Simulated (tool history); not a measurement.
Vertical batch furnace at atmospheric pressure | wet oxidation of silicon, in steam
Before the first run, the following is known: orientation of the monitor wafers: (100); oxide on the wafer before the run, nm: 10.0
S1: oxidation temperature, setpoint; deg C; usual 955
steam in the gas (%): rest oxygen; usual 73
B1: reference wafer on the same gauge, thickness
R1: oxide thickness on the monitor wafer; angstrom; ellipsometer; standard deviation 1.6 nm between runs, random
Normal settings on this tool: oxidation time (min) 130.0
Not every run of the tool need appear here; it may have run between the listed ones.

run 1 day=0.000 | S1=955 oxidation_time_(min)=130.0 steam_in_the_gas_(%)=73 | B1=406.95 | R1=4204.7
run 2 day=4.267 | S1=955 oxidation_time_(min)=130.0 steam_in_the_gas_(%)=73 | B1=407.09 | R1=4217.9
run 3 day=7.796 | S1=955 oxidation_time_(min)=130.0 steam_in_the_gas_(%)=73 | B1=406.95 | R1=4210.6
run 4 day=11.954 | S1=955 oxidation_time_(min)=130.0 steam_in_the_gas_(%)=73 | B1=407.22 | R1=4216.9
run 5 day=14.017 | S1=955 oxidation_time_(min)=130.0 steam_in_the_gas_(%)=73 | B1=406.78 | R1=4211.2
run 6 day=18.404 | S1=955 oxidation_time_(min)=130.0 steam_in_the_gas_(%)=73 | B1=406.57 | R1=4211.2
run 7 day=21.388 | S1=955 oxidation_time_(min)=130.0 steam_in_the_gas_(%)=73 | B1=407.11 | R1=4195.4
run 8 day=25.508 | S1=955 oxidation_time_(min)=158.0 steam_in_the_gas_(%)=73 | B1=406.33 | R1=4844.9
run 9 day=28.579 | S1=955 oxidation_time_(min)=130.0 steam_in_the_gas_(%)=73 | B1=407.60 | R1=4235.1
run 10 day=31.308 | S1=955 oxidation_time_(min)=130.0 steam_in_the_gas_(%)=73 | B1=406.97 | R1=4220.0
run 11 day=33.558 | S1=955 oxidation_time_(min)=130.0 steam_in_the_gas_(%)=73 | B1=406.62 | R1=4211.2
run 12 day=35.896 | S1=964 oxidation_time_(min)=130.0 steam_in_the_gas_(%)=73 | B1=406.87 | R1=4525.8
run 13 day=38.458 | S1=955 oxidation_time_(min)=130.0 steam_in_the_gas_(%)=73 | B1=407.37 | R1=4214.8
run 14 day=41.612 | S1=955 oxidation_time_(min)=130.0 steam_in_the_gas_(%)=73 | B1=406.40 | R1=4199.1
run 15 day=43.512 | S1=955 oxidation_time_(min)=130.0 steam_in_the_gas_(%)=73 | B1=406.73 | R1=4185.1
run 16 day=47.088 | S1=968 oxidation_time_(min)=153.0 steam_in_the_gas_(%)=68 | B1=406.92 | R1=4954.2
run 17 day=54.658 | S1=955 oxidation_time_(min)=130.0 steam_in_the_gas_(%)=73 | B1=406.42 | R1=4220.3
run 18 day=58.146 | S1=966 oxidation_time_(min)=78.5 steam_in_the_gas_(%)=73 | B1=407.22 | R1=3183.0
run 19 day=61.217 | S1=941 oxidation_time_(min)=85.0 steam_in_the_gas_(%)=68 | B1=406.52 | R1=2527.1
run 20 day=64.033 | S1=955 oxidation_time_(min)=130.0 steam_in_the_gas_(%)=73 | B1=406.46 | R1=4207.4
run 21 day=66.867 | S1=955 oxidation_time_(min)=130.0 steam_in_the_gas_(%)=77 | B1=407.41 | R1=4407.3
run 22 day=69.362 | S1=955 oxidation_time_(min)=179.0 steam_in_the_gas_(%)=80 | B1=407.19 | R1=5624.6
run 23 day=73.329 | S1=955 oxidation_time_(min)=146.5 steam_in_the_gas_(%)=63 | B1=406.80 | R1=4136.7
run 24 day=75.442 | S1=955 oxidation_time_(min)=130.0 steam_in_the_gas_(%)=73 | B1=406.50 | R1=4171.4
run 25 day=77.296 | S1=955 oxidation_time_(min)=130.0 steam_in_the_gas_(%)=68 | B1=406.86 | R1=3996.9
run 26 day=79.992 | S1=955 oxidation_time_(min)=152.0 steam_in_the_gas_(%)=85 | B1=406.86 | R1=5233.9
run 27 day=83.112 | S1=934 oxidation_time_(min)=130.0 steam_in_the_gas_(%)=73 | B1=406.92 | R1=3499.9
run 28 day=86.188 | S1=955 oxidation_time_(min)=130.0 steam_in_the_gas_(%)=62 | B1=406.87 | R1=3733.5
run 29 day=88.500 | S1=955 oxidation_time_(min)=130.0 steam_in_the_gas_(%)=73 | B1=407.17 | R1=4216.6
run 30 day=90.879 | S1=955 oxidation_time_(min)=130.0 steam_in_the_gas_(%)=73 | B1=407.23 | R1=4212.2
run 31 day=94.500 | S1=955 oxidation_time_(min)=173.5 steam_in_the_gas_(%)=73 | B1=407.58 | R1=5153.6
run 32 day=98.183 | S1=945 oxidation_time_(min)=130.0 steam_in_the_gas_(%)=73 | B1=406.81 | R1=3846.0
run 33 day=102.438 | S1=963 oxidation_time_(min)=111.5 steam_in_the_gas_(%)=73 | B1=407.04 | R1=4044.2
run 34 day=105.567 | S1=937 oxidation_time_(min)=90.0 steam_in_the_gas_(%)=73 | B1=407.33 | R1=2713.7
run 35 day=108.017 | S1=944 oxidation_time_(min)=160.5 steam_in_the_gas_(%)=81 | B1=406.52 | R1=4791.1
run 36 day=110.417 | S1=955 oxidation_time_(min)=130.0 steam_in_the_gas_(%)=85 | B1=407.02 | R1=4694.1
run 37 day=113.375 | S1=962 oxidation_time_(min)=193.0 steam_in_the_gas_(%)=73 | B1=406.81 | R1=5837.2
run 38 day=125.817 | S1=962 oxidation_time_(min)=75.0 steam_in_the_gas_(%)=83 | B1=406.82 | R1=3282.9
run 39 day=128.925 | S1=955 oxidation_time_(min)=69.5 steam_in_the_gas_(%)=76 | B1=406.96 | R1=2731.5

Missing from the log above: 3 entries noted between runs. For each, name the pair of listed runs it sits between and say how the tool's hidden condition differs from the listed run just before to the listed run just after:
Between runs 8 and 9: steam generator serviced (day 27.962)
  no difference in the tool's unlogged condition between these two runs
Between runs 15 and 16: gauge calibrated (day 45.512)
  no difference in the tool's unlogged condition between these two runs
Between runs 16 and 17: thermocouples replaced and temperature profile calibrated (day 54.638)
  no difference in the tool's unlogged condition between these two runs
